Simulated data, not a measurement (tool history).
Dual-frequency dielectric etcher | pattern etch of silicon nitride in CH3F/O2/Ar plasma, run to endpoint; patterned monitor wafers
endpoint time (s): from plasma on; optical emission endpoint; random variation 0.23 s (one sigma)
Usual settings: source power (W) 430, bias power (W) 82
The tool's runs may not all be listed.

run     day  source power (W)  bias power (W)  wafers since the last listed run  hours since the last wet clean  hours since the last source power generator calibration  hours since the last bias power generator calibration  hours since the last upper electrode change  incoming incoming film thickness, nm  endpoint time (s)
  1       0               430              82                                 0                           116.6                                                   3503.4                                                 4127.9                                       2272.5                                 20.65               29.3
  2   2.862               430              82                               735                           185.3                                                   3572.1                                                 4196.6                                       2341.2                                 20.91                 30
  3   5.417               430              82                               656                           246.6                                                   3633.4                                                 4257.9                                       2402.5                                  21.1               30.2
  4   6.975               430              66                               400                             284                                                   3670.8                                                 4295.3                                       2439.9                                 21.02               33.1
  5   9.267               430              66                               588                             339                                                   3725.8                                                 4350.3                                       2494.9                                    21               33.5
     11.283  -- wet clean of the chamber
  6  11.304               430              66                               266                             0.5                                                   3774.7                                                 4399.2                                       2543.8                                 20.89               32.1
  7  11.788               400              89                               124                            12.1                                                   3786.3                                                 4410.8                                       2555.4                                 21.13               29.2
  8  14.488               430              82                               693                            76.9                                                   3851.1                                                 4475.6                                       2620.2                                 20.94               29.7
  9  16.175               430              82                               433                           117.4                                                   3891.6                                                 4516.1                                       2660.7                                 20.88               29.8
 10  17.712               470              82                               394                           154.3                                                   3928.5                                                   4553                                       2697.6                                 21.03               29.7
 11  19.575               500              82                               478                             199                                                   3973.2                                                 4597.7                                       2742.3                                 21.06               29.1
 12   20.95               500              82                               353                             232                                                   4006.2                                                 4630.7                                       2775.3                                 20.83               29.2
     23.308  -- upper electrode replaced, of another model than before
     23.467  -- source power generator calibrated
 13  23.488               500              82                               354                           292.9                                                      0.5                                                 4691.6                                          4.3                                 21.27               30.3
 14  25.812               430              86                               597                           348.7                                                     56.3                                                 4747.4                                         60.1                                  20.9               29.7
 15    28.7               430              82                               741                             418                                                    125.6                                                 4816.7                                        129.4                                 20.95               31.2
       30.2  -- wet clean of the chamber
 16  30.221               430              73                               133                             0.5                                                    162.1                                                 4853.2                                        165.9                                 20.92               31.7
 17    31.2               430              82                               251                              24                                                    185.6                                                 4876.7                                        189.4                                 20.86               28.9
 18   32.95               470              88                               449                              66                                                    227.6                                                 4918.7                                        231.4                                 21.01               27.8
 19  35.171               350             100                               570                           119.3                                                    280.9                                                   4972                                        284.7                                 20.94               27.4
     36.242  -- bias power generator calibrated
 20  44.067               500              93                              2242                           332.8                                                    494.4                                                  187.8                                        498.2                                 21.02               27.9
     49.167  -- wet clean of the chamber
 21  52.679               430              82                              1955                            84.3                                                    701.1                                                  394.5                                        704.9                                 21.05               30.2
 22  55.417               470              92                               703                             150                                                    766.8                                                  460.2                                        770.6                                    21               27.8
 23  57.033               430              69                               415                           188.8                                                    805.6                                                    499                                        809.4                                 21.09               33.8
 24  59.179               430              88                               551                           240.3                                                    857.1                                                  550.5                                        860.9                                 21.12               29.3
 25  61.325               510              77                               551                           291.8                                                    908.6                                                    602                                        912.4                                 20.97               30.6
 26  62.475               430              82                               295                           319.4                                                    936.2                                                  629.6                                          940                                 20.94               30.4
     64.779  -- wet clean of the chamber
 27   64.95               430              82                               378                             4.1                                                    995.6                                                    689                                        999.4                                  21.2               29.9
 28  66.929               390              82                               508                            51.6                                                   1043.1                                                  736.5                                       1046.9                                 20.95               30.3
 29  69.896               430              77                               762                           122.8                                                   1114.3                                                  807.7                                       1118.1                                 21.34               31.7
 30  71.475               430              82                               405                           160.7                                                   1152.2                                                  845.6                                         1156                                 20.89               30.1
 31  72.862               540              62                               356                             194                                                   1185.5                                                  878.9                                       1189.3                                 21.03                 35
 32  75.175               490              62                               593                           249.5                                                     1241                                                  934.4                                       1244.8                                    21               35.9
 33  76.679               430              82                               386                           285.6                                                   1277.1                                                  970.5                                       1280.9                                 21.17               30.9

Forecast run 34:
 34  78.788               430              82                               541                           336.2                                                   1327.7                                                 1021.1                                       1331.5                                  20.7                  ?

{"run 34": {"endpoint time (s)": 30.4}}
Without the tool's hidden state the same run would have given endpoint time (s) 29.1.

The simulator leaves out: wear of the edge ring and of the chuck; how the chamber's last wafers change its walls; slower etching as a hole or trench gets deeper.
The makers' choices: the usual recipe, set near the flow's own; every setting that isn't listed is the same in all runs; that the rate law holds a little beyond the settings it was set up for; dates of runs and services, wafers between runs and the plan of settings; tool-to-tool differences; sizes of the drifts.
